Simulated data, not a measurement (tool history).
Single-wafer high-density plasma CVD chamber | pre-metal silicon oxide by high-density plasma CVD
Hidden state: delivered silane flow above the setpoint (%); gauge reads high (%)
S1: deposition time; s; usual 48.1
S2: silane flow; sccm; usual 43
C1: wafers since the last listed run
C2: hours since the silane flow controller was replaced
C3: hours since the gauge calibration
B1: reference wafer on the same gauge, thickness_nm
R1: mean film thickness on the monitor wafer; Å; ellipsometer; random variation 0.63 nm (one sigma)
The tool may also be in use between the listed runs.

run,hour,S1,S2,C1,C2,C3,B1,R1
1,0.0,48.1,43,0,1904.7,378.3,231.970,2012.78
2,26.7,48.1,43,448,1931.4,405.0,232.045,2008.65
3,42.9,48.1,43,272,1947.6,421.2,232.187,2019.84
4,72.1,48.1,40,490,1976.8,450.4,232.053,1876.52
5,87.4,48.1,43,257,1992.1,465.7,231.890,2019.34
6,100.1,48.1,43,213,2004.8,478.4,231.959,2019.98
7,122.3,48.1,43,373,2027.0,500.6,232.132,2016.09
8,155.0,48.1,43,549,2059.7,533.3,232.156,2021.13
9,180.0,41.0,50,420,2084.7,558.3,231.855,1972.08
10,246.4,48.1,43,1116,2151.1,624.7,231.903,2020.11
11,266.0,48.1,43,329,2170.7,644.3,231.953,2018.17
12,299.9,48.1,47,569,2204.6,678.2,231.947,2188.09
13,381.2,48.1,47,1366,2285.9,759.5,231.976,2192.65
14,416.7,48.1,43,596,2321.4,795.0,231.944,2006.17
15,451.3,48.1,43,581,2356.0,829.6,232.051,2016.06
16,472.5,48.1,43,356,2377.2,850.8,232.187,2011.36
17,505.8,48.1,43,559,2410.5,884.1,231.960,2014.89
# hour 604.0: silane flow controller replaced
18,613.4,48.1,43,1674,9.4,991.7,232.021,2017.29
19,643.3,48.1,43,502,39.3,1021.6,232.037,2005.39
20,665.5,48.1,43,373,61.5,1043.8,231.813,2013.47
21,689.3,48.1,43,400,85.3,1067.6,232.175,2005.99
22,715.1,48.1,43,433,111.1,1093.4,232.182,2019.38
23,743.8,48.1,43,482,139.8,1122.1,231.983,2009.57
24,766.0,57.2,38,373,162.0,1144.3,231.940,2140.41
25,791.4,51.0,38,426,187.4,1169.7,232.082,1918.11
26,823.5,48.1,43,539,219.5,1201.8,232.098,2002.86
27,842.9,43.8,43,326,238.9,1221.2,231.900,1830.58
# hour 905.8: gauge calibrated
28,940.7,55.8,39,1644,336.7,34.9,231.985,2142.90
29,960.2,40.0,43,327,356.2,54.4,231.936,1674.71
30,989.8,44.4,51,497,385.8,84.0,231.921,2182.64
31,1016.2,52.4,35,443,412.2,110.4,231.948,1828.27
32,1030.3,48.1,43,237,426.3,124.5,232.063,2022.60
33,1062.5,48.1,35,541,458.5,156.7,232.053,1665.57
34,1092.4,48.1,43,502,488.4,186.6,232.034,2015.76
35,1115.0,38.7,47,379,511.0,209.2,232.187,1758.33
36,1127.8,48.1,43,215,523.8,222.0,231.972,2012.13
37,1193.0,48.1,43,1096,589.0,287.2,232.039,2009.70
38,1224.0,48.1,37,521,620.0,318.2,231.957,1763.78
39,1324.2,48.1,43,1684,720.2,418.4,232.129,2010.36
40,1359.1,53.5,37,586,755.1,453.3,232.076,1956.34
41,1383.3,39.9,51,406,779.3,477.5,231.937,1963.21
42,1416.4,55.2,50,556,812.4,510.6,231.844,2651.91
43,1432.1,52.5,40,263,828.1,526.3,232.045,2056.72
44,1451.4,55.4,47,324,847.4,545.6,231.984,2506.60
45,1485.9,40.5,46,579,881.9,580.1,231.967,1809.11
46,1521.8,52.8,43,603,917.8,616.0,232.127,2206.01
47,1556.2,48.1,43,578,952.2,650.4,232.047,2018.52

Forecast each of these 4 alternatives for the next run:
A,1556.6,57.2,43,6,952.6,650.8,?,?
B,1556.6,39.5,35,6,952.6,650.8,?,?
C,1556.6,43.9,38,6,952.6,650.8,?,?
D,1556.6,39.0,48,6,952.6,650.8,?,?

run,B1,R1
A,231.813,2393.52
B,231.813,1370.29
C,231.813,1640.70
D,231.813,1806.33
Without the tool's hidden state the same runs would have given:
run,R1
A,2393.52
B,1370.29
C,1640.70
D,1806.33
